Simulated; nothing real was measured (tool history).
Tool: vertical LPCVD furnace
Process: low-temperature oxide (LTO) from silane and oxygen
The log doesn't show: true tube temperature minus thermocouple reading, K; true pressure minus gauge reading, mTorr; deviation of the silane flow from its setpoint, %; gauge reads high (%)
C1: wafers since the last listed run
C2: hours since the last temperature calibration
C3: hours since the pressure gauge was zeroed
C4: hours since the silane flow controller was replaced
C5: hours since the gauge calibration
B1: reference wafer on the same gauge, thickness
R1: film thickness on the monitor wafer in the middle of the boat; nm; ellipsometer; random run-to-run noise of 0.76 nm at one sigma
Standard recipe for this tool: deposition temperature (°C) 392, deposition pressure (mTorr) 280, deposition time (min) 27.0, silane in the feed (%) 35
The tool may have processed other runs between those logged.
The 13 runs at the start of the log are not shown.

{"day": 43.6, "done": "gauge calibrated"}
{"run": 14, "day": 47.421, "deposition temperature (°C)": 392, "deposition pressure (mTorr)": 280, "deposition time (min)": 27.0, "silane in the feed (%)": 35, "C1": 2115, "C2": 3747.0, "C3": 3677.6, "C4": 4538.4, "C5": 91.7, "B1": 217.09, "R1": 245.13}
{"run": 15, "day": 50.217, "deposition temperature (°C)": 392, "deposition pressure (mTorr)": 280, "deposition time (min)": 16.5, "silane in the feed (%)": 35, "C1": 1372, "C2": 3814.1, "C3": 3744.7, "C4": 4605.5, "C5": 158.8, "B1": 216.99, "R1": 150.7}
{"run": 16, "day": 54.625, "deposition temperature (°C)": 380, "deposition pressure (mTorr)": 280, "deposition time (min)": 35.5, "silane in the feed (%)": 39, "C1": 2164, "C2": 3919.9, "C3": 3850.5, "C4": 4711.3, "C5": 264.6, "B1": 217.05, "R1": 320.4}
{"run": 17, "day": 57.521, "deposition temperature (°C)": 392, "deposition pressure (mTorr)": 280, "deposition time (min)": 27.0, "silane in the feed (%)": 35, "C1": 1421, "C2": 3989.4, "C3": 3920.0, "C4": 4780.8, "C5": 334.1, "B1": 216.94, "R1": 244.71}
{"run": 18, "day": 61.112, "deposition temperature (°C)": 392, "deposition pressure (mTorr)": 240, "deposition time (min)": 27.0, "silane in the feed (%)": 35, "C1": 1763, "C2": 4075.6, "C3": 4006.2, "C4": 4867.0, "C5": 420.3, "B1": 217.01, "R1": 211.84}
{"run": 19, "day": 65.088, "deposition temperature (°C)": 392, "deposition pressure (mTorr)": 280, "deposition time (min)": 27.0, "silane in the feed (%)": 35, "C1": 1951, "C2": 4171.0, "C3": 4101.6, "C4": 4962.4, "C5": 515.7, "B1": 217.06, "R1": 245.65}
{"day": 66.471, "done": "thermocouples replaced and temperature profile calibrated"}
{"day": 66.533, "done": "pressure gauge zeroed"}
{"run": 20, "day": 68.067, "deposition temperature (°C)": 380, "deposition pressure (mTorr)": 320, "deposition time (min)": 21.5, "silane in the feed (%)": 40, "C1": 941, "C2": 38.3, "C3": 36.8, "C4": 5033.9, "C5": 587.2, "B1": 216.98, "R1": 224.74}
{"run": 21, "day": 72.383, "deposition temperature (°C)": 392, "deposition pressure (mTorr)": 245, "deposition time (min)": 27.0, "silane in the feed (%)": 35, "C1": 2119, "C2": 141.9, "C3": 140.4, "C4": 5137.5, "C5": 690.8, "B1": 217.09, "R1": 210.04}
{"run": 22, "day": 75.304, "deposition temperature (°C)": 389, "deposition pressure (mTorr)": 300, "deposition time (min)": 21.0, "silane in the feed (%)": 37, "C1": 1434, "C2": 212.0, "C3": 210.5, "C4": 5207.6, "C5": 760.9, "B1": 216.99, "R1": 208.35}
{"day": 79.308, "done": "silane flow controller replaced"}
{"run": 23, "day": 79.721, "deposition temperature (°C)": 398, "deposition pressure (mTorr)": 280, "deposition time (min)": 36.0, "silane in the feed (%)": 29, "C1": 1677, "C2": 318.0, "C3": 316.5, "C4": 9.9, "C5": 866.9, "B1": 217.0, "R1": 262.58}
{"run": 24, "day": 82.212, "deposition temperature (°C)": 396, "deposition pressure (mTorr)": 280, "deposition time (min)": 18.0, "silane in the feed (%)": 28, "C1": 1223, "C2": 377.8, "C3": 376.3, "C4": 69.7, "C5": 926.7, "B1": 216.93, "R1": 121.67}
{"run": 25, "day": 86.192, "deposition temperature (°C)": 384, "deposition pressure (mTorr)": 345, "deposition time (min)": 35.5, "silane in the feed (%)": 39, "C1": 1953, "C2": 473.3, "C3": 471.8, "C4": 165.2, "C5": 1022.2, "B1": 217.03, "R1": 408.78}
{"run": 26, "day": 87.917, "deposition temperature (°C)": 385, "deposition pressure (mTorr)": 210, "deposition time (min)": 27.0, "silane in the feed (%)": 38, "C1": 847, "C2": 514.7, "C3": 513.2, "C4": 206.6, "C5": 1063.6, "B1": 217.05, "R1": 185.34}
{"run": 27, "day": 91.804, "deposition temperature (°C)": 392, "deposition pressure (mTorr)": 280, "deposition time (min)": 27.0, "silane in the feed (%)": 28, "C1": 1908, "C2": 608.0, "C3": 606.5, "C4": 299.9, "C5": 1156.9, "B1": 217.12, "R1": 174.03}
{"run": 28, "day": 94.042, "deposition temperature (°C)": 392, "deposition pressure (mTorr)": 280, "deposition time (min)": 27.0, "silane in the feed (%)": 40, "C1": 1098, "C2": 661.7, "C3": 660.2, "C4": 353.6, "C5": 1210.6, "B1": 216.91, "R1": 285.83}
{"run": 29, "day": 96.438, "deposition temperature (°C)": 392, "deposition pressure (mTorr)": 320, "deposition time (min)": 30.5, "silane in the feed (%)": 41, "C1": 1176, "C2": 719.2, "C3": 717.7, "C4": 411.1, "C5": 1268.1, "B1": 217.1, "R1": 382.2}
{"run": 30, "day": 99.717, "deposition temperature (°C)": 392, "deposition pressure (mTorr)": 280, "deposition time (min)": 27.0, "silane in the feed (%)": 35, "C1": 1610, "C2": 797.9, "C3": 796.4, "C4": 489.8, "C5": 1346.8, "B1": 217.01, "R1": 240.65}
{"run": 31, "day": 101.783, "deposition temperature (°C)": 392, "deposition pressure (mTorr)": 280, "deposition time (min)": 24.0, "silane in the feed (%)": 35, "C1": 1014, "C2": 847.5, "C3": 846.0, "C4": 539.4, "C5": 1396.4, "B1": 217.0, "R1": 214.42}

Each row is a separate what-if for the run after 31, all from the same tool condition, not one after another. Results?
{"run": "A", "day": 101.942, "deposition temperature (°C)": 392, "deposition pressure (mTorr)": 280, "deposition time (min)": 27.0, "silane in the feed (%)": 35, "C1": 77, "C2": 851.3, "C3": 849.8, "C4": 543.2, "C5": 1400.2, "B1": "?", "R1": "?"}
{"run": "B", "day": 101.942, "deposition temperature (°C)": 392, "deposition pressure (mTorr)": 280, "deposition time (min)": 20.5, "silane in the feed (%)": 41, "C1": 77, "C2": 851.3, "C3": 849.8, "C4": 543.2, "C5": 1400.2, "B1": "?", "R1": "?"}
{"run": "C", "day": 101.942, "deposition temperature (°C)": 392, "deposition pressure (mTorr)": 340, "deposition time (min)": 27.0, "silane in the feed (%)": 29, "C1": 77, "C2": 851.3, "C3": 849.8, "C4": 543.2, "C5": 1400.2, "B1": "?", "R1": "?"}
{"run": "D", "day": 101.942, "deposition temperature (°C)": 385, "deposition pressure (mTorr)": 335, "deposition time (min)": 35.5, "silane in the feed (%)": 32, "C1": 77, "C2": 851.3, "C3": 849.8, "C4": 543.2, "C5": 1400.2, "B1": "?", "R1": "?"}

run=A B1=216.96 R1=240.25
run=B B1=216.96 R1=223.31
run=C B1=216.96 R1=222.36
run=D B1=216.96 R1=305.64
Take away the tool's hidden state, keep each run's random variation, and the runs would have read:
run=A R1=238.64
run=B R1=221.81
run=C R1=221.13
run=D R1=303.92

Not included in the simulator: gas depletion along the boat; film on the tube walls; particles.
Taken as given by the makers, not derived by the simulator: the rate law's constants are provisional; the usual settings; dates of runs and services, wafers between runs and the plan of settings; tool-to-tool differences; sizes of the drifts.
